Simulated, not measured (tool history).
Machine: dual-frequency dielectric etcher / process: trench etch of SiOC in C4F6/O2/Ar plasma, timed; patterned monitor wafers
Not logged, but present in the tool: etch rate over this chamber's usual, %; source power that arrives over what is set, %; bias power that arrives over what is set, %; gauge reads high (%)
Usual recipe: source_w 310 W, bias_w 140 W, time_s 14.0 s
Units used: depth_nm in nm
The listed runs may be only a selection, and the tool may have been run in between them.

run,day,source_w,bias_w,time_s,wafers since the last listed run,hours since the last wet clean,hours since the last source power generator calibration,hours since the last bias power generator calibration,hours since the last upper electrode change,hours since the gauge calibration,"read-back reference wafer on the same gauge, depth_nm",depth_nm
1,0.000,310,140,14.0,0,430.0,1668.4,3184.7,5459.6,43.0,35.28,30.48
2,0.608,310,140,14.0,185,444.6,1683.0,3199.3,5474.2,57.6,35.28,30.47
3,0.979,310,140,12.5,112,453.5,1691.9,3208.2,5483.1,66.5,35.31,27.25
4,1.379,310,140,14.0,121,463.1,1701.5,3217.8,5492.7,76.1,35.32,30.49
5,1.746,310,140,14.0,111,471.9,1710.3,3226.6,5501.5,84.9,35.30,30.54
6,2.021,270,140,14.0,83,478.5,1716.9,3233.2,5508.1,91.5,35.29,29.14
7,2.471,310,140,14.0,136,489.3,1727.7,3244.0,5518.9,102.3,35.30,30.61
8,3.733,310,140,14.0,384,519.6,1758.0,3274.3,5549.2,132.6,35.32,30.62
9,3.988,310,140,14.0,77,525.7,1764.1,3280.4,5555.3,138.7,35.30,30.67
10,4.408,310,140,14.0,128,535.8,1774.2,3290.5,5565.4,148.8,35.29,30.59
11,4.658,310,140,14.0,76,541.8,1780.2,3296.5,5571.4,154.8,35.28,30.64
# day 5.117: source power generator calibrated
12,5.283,310,148,11.0,139,556.8,4.0,3311.5,5586.4,169.8,35.30,24.54
13,5.925,380,130,11.0,195,572.2,19.4,3326.9,5601.8,185.2,35.30,25.40
# day 6.512: bias power generator calibrated
14,6.533,310,140,14.0,134,586.8,34.0,0.5,5616.4,199.8,35.29,30.69
15,6.833,310,140,14.0,91,594.0,41.2,7.7,5623.6,207.0,35.30,30.79
# day 8.008: upper electrode replaced
# day 8.208: gauge calibrated
# day 8.512: wet clean of the chamber
16,8.533,360,127,16.5,59,0.5,82.0,48.5,12.6,7.8,35.27,35.42
17,8.546,260,140,11.0,3,0.8,82.3,48.8,12.9,8.1,35.31,21.70
18,8.558,340,140,12.0,3,1.1,82.6,49.1,13.2,8.4,35.30,25.86
19,8.575,280,140,16.5,5,1.5,83.0,49.5,13.6,8.8,35.29,33.43
20,9.025,310,107,14.0,136,12.3,93.8,60.3,24.4,19.6,35.31,27.51
21,9.617,280,140,14.0,180,26.5,108.0,74.5,38.6,33.8,35.31,28.36
22,10.179,290,171,17.0,171,40.0,121.5,88.0,52.1,47.3,35.29,36.62
23,10.712,310,168,10.0,162,52.8,134.3,100.8,64.9,60.1,35.31,21.94
24,11.450,310,107,14.0,224,70.5,152.0,118.5,82.6,77.8,35.31,27.62
25,12.000,260,140,17.5,167,83.7,165.2,131.7,95.8,91.0,35.32,34.79

A few steps of depth_nm between consecutive runs. Split each: what settings, incoming material and random variation would produce without the hidden state, and what is left over for the hidden state, along with gauge scatter present in only one of the two compared results (measured, and without hidden state):
Run 13 -> 14: source_w 380 -> 310, bias_w 130 -> 140, time_s 11.0 -> 14.0, bias power generator calibrated. depth_nm +5.29 nm: hidden state +0.25, all else +5.04.
Run 15 -> 16: source_w 310 -> 360, bias_w 140 -> 127, time_s 14.0 -> 16.5, upper electrode replaced, gauge calibrated, wet clean of the chamber. depth_nm +4.63 nm: hidden state -1.58, all else +6.21.
Run 16 -> 17: source_w 360 -> 260, bias_w 127 -> 140, time_s 16.5 -> 11.0. depth_nm -13.72 nm: hidden state +0.12, all else -13.84.
Run 22 -> 23: source_w 290 -> 310, bias_w 171 -> 168, time_s 17.0 -> 10.0. depth_nm -14.68 nm: hidden state +0.12, all else -14.80.
